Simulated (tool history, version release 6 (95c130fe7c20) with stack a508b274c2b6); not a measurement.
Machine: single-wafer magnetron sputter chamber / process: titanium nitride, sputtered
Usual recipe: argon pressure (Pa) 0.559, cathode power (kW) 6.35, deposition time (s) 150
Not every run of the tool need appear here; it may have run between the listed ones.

| run | hour | argon pressure (Pa) | cathode power (kW) | deposition time (s) | wafers since the last listed run | wafers on the sputter target | hours since the last manometer calibration | hours since the magnet pack was replaced | hours since the gauge calibration | read-back reference wafer on the same gauge, thickness_nm | mean film thickness on the monitor wafer (angstrom) |
|---|---|---|---|---|---|---|---|---|---|---|---|
| 1 | 0 | 0.559 | 6.35 | 150 | 0 | 2717 | 1107.6 | 9035.7 | 238 | 220.002 | 1765.82 |
|  | 17.1 | sputter target and shields replaced |
| 2 | 31.7 | 0.559 | 5.45 | 170 | 174 | 107 | 1139.3 | 9067.4 | 269.7 | 219.795 | 1805.03 |
| 3 | 53.7 | 0.559 | 6.35 | 150 | 161 | 268 | 1161.3 | 9089.4 | 291.7 | 219.749 | 1861.13 |
| 4 | 84 | 0.559 | 6.35 | 150 | 222 | 491 | 1191.6 | 9119.7 | 322 | 219.857 | 1843.55 |
| 5 | 109.8 | 0.559 | 6.35 | 150 | 189 | 681 | 1217.4 | 9145.5 | 347.8 | 220.166 | 1851.05 |
| 6 | 145.2 | 0.559 | 6.35 | 150 | 260 | 941 | 1252.8 | 9180.9 | 383.2 | 219.97 | 1832.44 |
| 7 | 174.3 | 0.559 | 6.35 | 150 | 213 | 1155 | 1281.9 | 9210 | 412.3 | 220.063 | 1829.69 |
| 8 | 202.5 | 0.559 | 7.35 | 150 | 207 | 1362 | 1310.1 | 9238.2 | 440.5 | 219.972 | 2123.66 |
| 9 | 237.7 | 0.559 | 7.35 | 150 | 258 | 1621 | 1345.3 | 9273.4 | 475.7 | 219.846 | 2099.25 |
| 10 | 265.2 | 0.559 | 6.35 | 150 | 202 | 1823 | 1372.8 | 9300.9 | 503.2 | 220.176 | 1821.15 |
|  | 286.6 | capacitance manometer re-zeroed and calibrated |
| 11 | 287.1 | 0.559 | 6.35 | 150 | 102 | 1925 | 0.5 | 9322.8 | 525.1 | 220.161 | 1805.89 |
| 12 | 299.7 | 0.559 | 6.35 | 150 | 92 | 2018 | 13.1 | 9335.4 | 537.7 | 220.135 | 1803.58 |
|  | 316.9 | magnet pack replaced |
| 13 | 331.2 | 0.559 | 6.35 | 150 | 172 | 2190 | 44.6 | 14.3 | 569.2 | 220.236 | 1790.59 |
| 14 | 355.5 | 0.559 | 6.35 | 150 | 178 | 2369 | 68.9 | 38.6 | 593.5 | 220.382 | 1773.46 |
| 15 | 389.5 | 0.336 | 5.2 | 138 | 249 | 2619 | 102.9 | 72.6 | 627.5 | 220.033 | 1495.84 |
| 16 | 421.8 | 0.731 | 6.35 | 150 | 237 | 2856 | 135.2 | 104.9 | 659.8 | 220.195 | 1605.37 |
|  | 437.3 | sputter target and shields replaced |
| 17 | 444.8 | 0.349 | 6.35 | 150 | 110 | 55 | 158.2 | 127.9 | 682.8 | 219.661 | 2086.97 |
| 18 | 467.4 | 0.559 | 6.35 | 150 | 166 | 221 | 180.8 | 150.5 | 705.4 | 220.128 | 1865.46 |
| 19 | 491.7 | 0.714 | 4.9 | 164 | 178 | 399 | 205.1 | 174.8 | 729.7 | 220.049 | 1444.54 |
| 20 | 557.3 | 0.559 | 6.35 | 150 | 482 | 882 | 270.7 | 240.4 | 795.3 | 220.058 | 1844.1 |
| 21 | 648.3 | 0.559 | 7.6 | 150 | 668 | 1550 | 361.7 | 331.4 | 886.3 | 219.815 | 2187.63 |
| 22 | 671.4 | 0.559 | 6.35 | 177 | 169 | 1720 | 384.8 | 354.5 | 909.4 | 219.776 | 2156.17 |
|  | 698.9 | gauge calibrated |
| 23 | 699.8 | 0.559 | 6.35 | 150 | 208 | 1929 | 413.2 | 382.9 | 0.9 | 220.069 | 1811.34 |

The next listed run, before its measurement:
| 24 | 724.5 | 0.708 | 7.55 | 173 | 181 | 2111 | 437.9 | 407.6 | 25.6 | ? | ? |

Run 24 gave read-back reference wafer on the same gauge, thickness_nm 219.769, mean film thickness on the monitor wafer (angstrom) 2294.91.
The same run, on a tool lacking any hidden state, would have yielded mean film thickness on the monitor wafer (angstrom) 2378.86.
